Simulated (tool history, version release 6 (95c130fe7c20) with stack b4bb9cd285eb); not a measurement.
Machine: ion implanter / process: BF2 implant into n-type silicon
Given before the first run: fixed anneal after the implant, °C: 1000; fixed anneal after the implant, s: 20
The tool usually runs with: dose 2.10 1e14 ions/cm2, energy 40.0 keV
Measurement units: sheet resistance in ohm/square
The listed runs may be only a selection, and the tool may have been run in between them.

| run | day | dose | energy | read-back reference wafer on the same gauge, sheet resistance | sheet resistance |
|---|---|---|---|---|---|
| 1 | 0.000 | 2.55 | 40.0 | 567.27 | 412.94 |
| 2 | 1.175 | 2.55 | 40.0 | 566.77 | 413.10 |
| 3 | 2.396 | 2.10 | 40.0 | 567.33 | 484.27 |
| 4 | 3.592 | 1.94 | 40.0 | 567.10 | 516.22 |
| 5 | 4.488 | 1.94 | 40.0 | 567.35 | 515.18 |
| 6 | 5.908 | 1.94 | 40.0 | 566.20 | 514.39 |
| 7 | 6.492 | 2.10 | 40.0 | 566.73 | 483.61 |
| 8 | 7.700 | 2.10 | 40.0 | 566.14 | 482.76 |
| 9 | 8.688 | 2.10 | 40.0 | 567.72 | 481.98 |
| 10 | 9.433 | 2.10 | 40.0 | 566.87 | 480.41 |
| 11 | 10.025 | 2.10 | 40.0 | 567.07 | 481.57 |
| 12 | 11.354 | 2.10 | 40.0 | 567.10 | 481.88 |
| 13 | 12.004 | 2.10 | 40.0 | 567.77 | 483.16 |
| 14 | 13.338 | 2.10 | 40.0 | 567.21 | 481.05 |
| 15 | 14.179 | 2.10 | 48.0 | 566.90 | 469.92 |
|  | 15.317 | gauge calibrated |
| 16 | 15.475 | 2.47 | 33.0 | 567.50 | 428.59 |
| 17 | 16.392 | 2.45 | 53.5 | 567.11 | 408.68 |

Run 18, settings as shown, results not yet in. Your forecast:
| 18 | 17.221 | 2.10 | 40.0 | ? | ? |

{"run 18": {"read-back reference wafer on the same gauge, sheet resistance": 566.52, "sheet resistance": 479.68}}
With no hidden state in the tool, this same run would have given sheet resistance 500.55 ohm/square.
